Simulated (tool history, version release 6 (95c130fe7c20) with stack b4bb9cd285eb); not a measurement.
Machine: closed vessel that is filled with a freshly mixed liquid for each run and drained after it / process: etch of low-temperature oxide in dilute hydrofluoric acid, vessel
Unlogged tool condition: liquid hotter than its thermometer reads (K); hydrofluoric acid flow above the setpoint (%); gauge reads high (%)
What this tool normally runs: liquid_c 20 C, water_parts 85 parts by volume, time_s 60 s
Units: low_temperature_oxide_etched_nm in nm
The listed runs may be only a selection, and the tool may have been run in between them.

run,hour,liquid_c,water_parts,time_s,wafers since the last listed run,hours since the thermometer was replaced,hours since the hydrofluoric acid flow meter was replaced,hours since the gauge calibration,"read-back film thickness of the low-temperature oxide reference wafer, read on the same gauge (nm)",low_temperature_oxide_etched_nm
1,0,20,85,70,0,952.2,393.5,1490.6,75.24,12.65
2,64,20,85,60,6754,1016.2,457.5,1554.6,75.17,10.93
3,130,20,85,60,6965,1082.2,523.5,1620.6,75.1,10.77
4,221.2,20,85,60,9625,1173.4,614.7,1711.8,75.05,10.91
5,295.7,20,85,60,7862,1247.9,689.2,1786.3,74.96,10.9
6,364.5,20,85,60,7261,1316.7,758,1855.1,74.91,10.91
7,440.4,20,85,60,8010,1392.6,833.9,1931,74.86,10.82
8,485.1,20,85,60,4717,1437.3,878.6,1975.7,74.87,10.81
9,566.5,20,85,60,8591,1518.7,960,2057.1,74.81,10.87
10,626.4,20,85,60,6321,1578.6,1019.9,2117,74.79,10.82
# hour 719.4: gauge calibrated
11,719.7,20,85,60,9847,1671.9,1113.2,0.3,79.75,11.54
12,785,20,85,60,6891,1737.2,1178.5,65.6,79.34,11.54
13,856,20,85,60,7493,1808.2,1249.5,136.6,78.95,11.43
14,894.4,20,115,60,4052,1846.6,1287.9,175,78.72,8.23
15,978.3,20,115,60,8854,1930.5,1371.8,258.9,78.28,8.06
16,1057.3,20,115,60,8337,2009.5,1450.8,337.9,77.94,8.08
17,1100.3,22.5,60,80,4538,2052.5,1493.8,380.9,77.76,24.25
# hour 1108.2: hydrofluoric acid flow meter replaced
18,1166.4,20,110,30,6870,2118.6,58.2,447,77.48,4.2
19,1246.9,20,85,60,8496,2199.1,138.7,527.5,77.2,11.11
20,1292,20,85,75,4759,2244.2,183.8,572.6,77.05,14.06
# hour 1402.5: thermometer replaced
21,1472,17,50,45,18891,69.5,363.8,752.6,76.52,12.95
22,1522.4,20,85,60,5319,119.9,414.2,803,76.38,11.16
23,1566.6,20,85,60,4664,164.1,458.4,847.2,76.27,11.06
24,1633.6,18.5,50,75,7071,231.1,525.4,914.2,76.13,22.73
25,1697.4,20,105,95,6733,294.9,589.2,978,76,13.81
26,1767.9,20,85,60,7440,365.4,659.7,1048.5,75.86,11.03
27,1840.9,20,70,60,7704,438.4,732.7,1121.5,75.75,13.45
28,1877.2,18.5,70,45,3831,474.7,769,1157.8,75.7,9.6
29,1982.1,20,85,60,11071,579.6,873.9,1262.7,75.53,11.1
30,2068.1,24,55,50,9076,665.6,959.9,1348.7,75.41,17.11
31,2157.3,20,55,60,9414,754.8,1049.1,1437.9,75.33,17.52
32,2252.5,20,85,60,10047,850,1144.3,1533.1,75.2,10.89

Below are 4 alternative next runs, each starting from the tool's condition after run 32. Predict each:
A,2253.2,20,50,60,73,850.7,1145,1533.8,?,?
B,2253.2,17,85,60,73,850.7,1145,1533.8,?,?
C,2253.2,20,105,60,73,850.7,1145,1533.8,?,?
D,2253.2,24.5,85,45,73,850.7,1145,1533.8,?,?

run,"read-back film thickness of the low-temperature oxide reference wafer, read on the same gauge (nm)",low_temperature_oxide_etched_nm
A,75.22,19.27
B,75.22,9.59
C,75.22,8.61
D,75.22,9.8
The same runs, with their run-to-run variation unchanged, on a tool lacking any hidden condition would have given:
run,low_temperature_oxide_etched_nm
A,20.49
B,10.2
C,9.16
D,10.42

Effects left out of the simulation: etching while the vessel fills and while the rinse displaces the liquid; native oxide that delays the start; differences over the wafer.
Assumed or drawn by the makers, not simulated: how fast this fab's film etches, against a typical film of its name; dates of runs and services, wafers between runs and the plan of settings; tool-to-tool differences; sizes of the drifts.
